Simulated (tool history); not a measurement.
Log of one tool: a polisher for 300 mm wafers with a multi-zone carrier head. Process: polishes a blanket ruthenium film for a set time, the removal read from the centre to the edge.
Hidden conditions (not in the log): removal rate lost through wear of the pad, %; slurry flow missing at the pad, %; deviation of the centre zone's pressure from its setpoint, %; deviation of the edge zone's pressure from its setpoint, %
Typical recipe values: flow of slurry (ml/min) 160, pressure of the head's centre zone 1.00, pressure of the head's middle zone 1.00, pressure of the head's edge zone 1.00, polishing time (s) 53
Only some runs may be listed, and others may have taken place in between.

| run | hour | flow of slurry (ml/min) | pressure of the head's centre zone | pressure of the head's middle zone | pressure of the head's edge zone | polishing time (s) | wafers since the last listed run | wafers polished on this pad | hours since the slurry nozzle was cleaned | hours since the centre zone pressure was calibrated | hours since the edge zone pressure was calibrated | hours since the carrier head's membrane was replaced | incoming thickness of the incoming film, nm | film removed at the wafer's centre (angstrom) | film removed at mid-radius (angstrom) | film removed at the wafer's edge (angstrom) |
|---|---|---|---|---|---|---|---|---|---|---|---|---|---|---|---|---|
| 1 | 0.0 | 160 | 1.00 | 1.00 | 1.00 | 53 | 0 | 11 | 18.0 | 1245.4 | 938.7 | 1354.4 | 638.3 | 645 | 652 | 700 |
| 2 | 14.4 | 160 | 1.00 | 1.00 | 1.00 | 53 | 143 | 155 | 32.4 | 1259.8 | 953.1 | 1368.8 | 625.4 | 648 | 655 | 693 |
| 3 | 30.4 | 160 | 1.00 | 1.00 | 1.00 | 53 | 159 | 315 | 48.4 | 1275.8 | 969.1 | 1384.8 | 624.8 | 634 | 630 | 684 |
| 4 | 45.0 | 160 | 1.00 | 1.00 | 1.03 | 46 | 145 | 461 | 63.0 | 1290.4 | 983.7 | 1399.4 | 634.5 | 534 | 549 | 603 |
| 5 | 51.7 | 160 | 1.00 | 1.00 | 1.00 | 53 | 66 | 528 | 69.7 | 1297.1 | 990.4 | 1406.1 | 635.8 | 635 | 627 | 684 |
| 6 | 62.1 | 140 | 1.00 | 1.10 | 1.00 | 58 | 103 | 632 | 80.1 | 1307.5 | 1000.8 | 1416.5 | 627.5 | 616 | 694 | 720 |
| 7 | 71.0 | 160 | 1.00 | 1.00 | 1.00 | 43 | 88 | 721 | 89.0 | 1316.4 | 1009.7 | 1425.4 | 624.5 | 494 | 490 | 545 |
|  | 73.6 | slurry nozzle cleaned, repeated, since the last time left the tool worse |
| 8 | 84.9 | 160 | 1.00 | 1.00 | 1.00 | 53 | 128 | 850 | 11.3 | 1330.3 | 1023.6 | 1439.3 | 632.0 | 772 | 750 | 761 |
| 9 | 93.4 | 160 | 1.00 | 1.00 | 1.00 | 53 | 84 | 935 | 19.8 | 1338.8 | 1032.1 | 1447.8 | 626.5 | 758 | 743 | 763 |
|  | 108.7 | carrier head's membrane replaced by a new one |
| 10 | 109.2 | 160 | 1.00 | 1.00 | 1.00 | 53 | 107 | 1043 | 35.6 | 1354.6 | 1047.9 | 0.5 | 627.3 | 766 | 753 | 764 |
| 11 | 120.8 | 140 | 1.06 | 1.00 | 1.00 | 53 | 115 | 1159 | 47.2 | 1366.2 | 1059.5 | 12.1 | 625.1 | 765 | 718 | 750 |
|  | 131.2 | worn pad replaced by a new one |
| 12 | 131.7 | 160 | 1.08 | 1.00 | 1.06 | 62 | 68 | 4 | 58.1 | 1377.1 | 1070.4 | 23.0 | 637.4 | 908 | 859 | 912 |
| 13 | 141.4 | 145 | 1.00 | 1.00 | 1.04 | 53 | 96 | 101 | 67.8 | 1386.8 | 1080.1 | 32.7 | 632.4 | 726 | 716 | 768 |
|  | 143.6 | edge zone pressure recalibrated |
| 14 | 149.8 | 205 | 0.91 | 1.08 | 0.95 | 53 | 63 | 165 | 76.2 | 1395.2 | 6.2 | 41.1 | 632.4 | 724 | 823 | 771 |
| 15 | 163.5 | 160 | 1.00 | 1.00 | 1.05 | 53 | 136 | 302 | 89.9 | 1408.9 | 19.9 | 54.8 | 630.5 | 722 | 715 | 773 |
| 16 | 176.2 | 140 | 1.00 | 1.00 | 1.00 | 53 | 126 | 429 | 102.6 | 1421.6 | 32.6 | 67.5 | 628.3 | 711 | 702 | 741 |
|  | 182.2 | centre zone pressure recalibrated |
| 17 | 191.4 | 130 | 1.10 | 1.00 | 1.05 | 53 | 131 | 561 | 117.8 | 9.2 | 47.8 | 82.7 | 615.7 | 739 | 696 | 752 |
| 18 | 199.8 | 160 | 1.00 | 0.92 | 1.00 | 53 | 83 | 645 | 126.2 | 17.6 | 56.2 | 91.1 | 636.8 | 734 | 681 | 753 |
| 19 | 216.2 | 180 | 1.08 | 0.90 | 1.00 | 48 | 163 | 809 | 142.6 | 34.0 | 72.6 | 107.5 | 636.0 | 723 | 609 | 688 |
| 20 | 233.5 | 160 | 1.00 | 1.00 | 1.00 | 53 | 172 | 982 | 159.9 | 51.3 | 89.9 | 124.8 | 637.4 | 739 | 722 | 746 |
|  | 242.6 | worn pad replaced by a new one |
| 21 | 268.2 | 160 | 1.00 | 1.00 | 1.00 | 53 | 306 | 256 | 194.6 | 86.0 | 124.6 | 159.5 | 631.5 | 715 | 719 | 750 |
| 22 | 314.0 | 160 | 1.00 | 1.00 | 1.06 | 58 | 457 | 714 | 240.4 | 131.8 | 170.4 | 205.3 | 623.8 | 796 | 780 | 829 |
| 23 | 322.7 | 160 | 1.00 | 1.00 | 1.00 | 53 | 86 | 801 | 249.1 | 140.5 | 179.1 | 214.0 | 619.3 | 723 | 722 | 738 |

Take each entry between the runs: how does the hidden state at the last listed run before it differ from the hidden state at the first listed run after it?
Between runs 7 and 8: slurry nozzle cleaned, repeated, since the last time left the tool worse (hour 73.6)
  slurry flow missing at the pad, %: 51.9 -> 2.56
  measured value less the no-hidden-state value, film removed at the wafer's centre (angstrom): -123 -> -4; film removed at mid-radius (angstrom): -104 -> -3; film removed at the wafer's edge (angstrom): -76 -> -3
Between runs 9 and 10: carrier head's membrane replaced by a new one (hour 108.7)
  slurry flow missing at the pad, %: 3.68 -> 5.62
  measured value less the no-hidden-state value, film removed at the wafer's centre (angstrom): -6 -> -9; film removed at mid-radius (angstrom): -5 -> -8; film removed at the wafer's edge (angstrom): -4 -> -6
Between runs 11 and 12: worn pad replaced by a new one (hour 131.2)
  slurry flow missing at the pad, %: 6.94 -> 8.1
  measured value less the no-hidden-state value, film removed at the wafer's centre (angstrom): -14 -> -16; film removed at mid-radius (angstrom): -11 -> -13; film removed at the wafer's edge (angstrom): -8 -> -11
Between runs 13 and 14: edge zone pressure recalibrated (hour 143.6)
  slurry flow missing at the pad, %: 9.08 -> 9.88
  measured value less the no-hidden-state value, film removed at the wafer's centre (angstrom): -16 -> -13; film removed at mid-radius (angstrom): -15 -> -13; film removed at the wafer's edge (angstrom): -11 -> -9
Between runs 16 and 17: centre zone pressure recalibrated (hour 182.2)
  slurry flow missing at the pad, %: 12.2 -> 13.3
  measured value less the no-hidden-state value, film removed at the wafer's centre (angstrom): -23 -> -30; film removed at mid-radius (angstrom): -21 -> -24; film removed at the wafer's edge (angstrom): -15 -> -18
Between runs 20 and 21: worn pad replaced by a new one (hour 242.6)
  slurry flow missing at the pad, %: 16.1 -> 17.9
  measured value less the no-hidden-state value, film removed at the wafer's centre (angstrom): -29 -> -32; film removed at mid-radius (angstrom): -26 -> -29; film removed at the wafer's edge (angstrom): -19 -> -21

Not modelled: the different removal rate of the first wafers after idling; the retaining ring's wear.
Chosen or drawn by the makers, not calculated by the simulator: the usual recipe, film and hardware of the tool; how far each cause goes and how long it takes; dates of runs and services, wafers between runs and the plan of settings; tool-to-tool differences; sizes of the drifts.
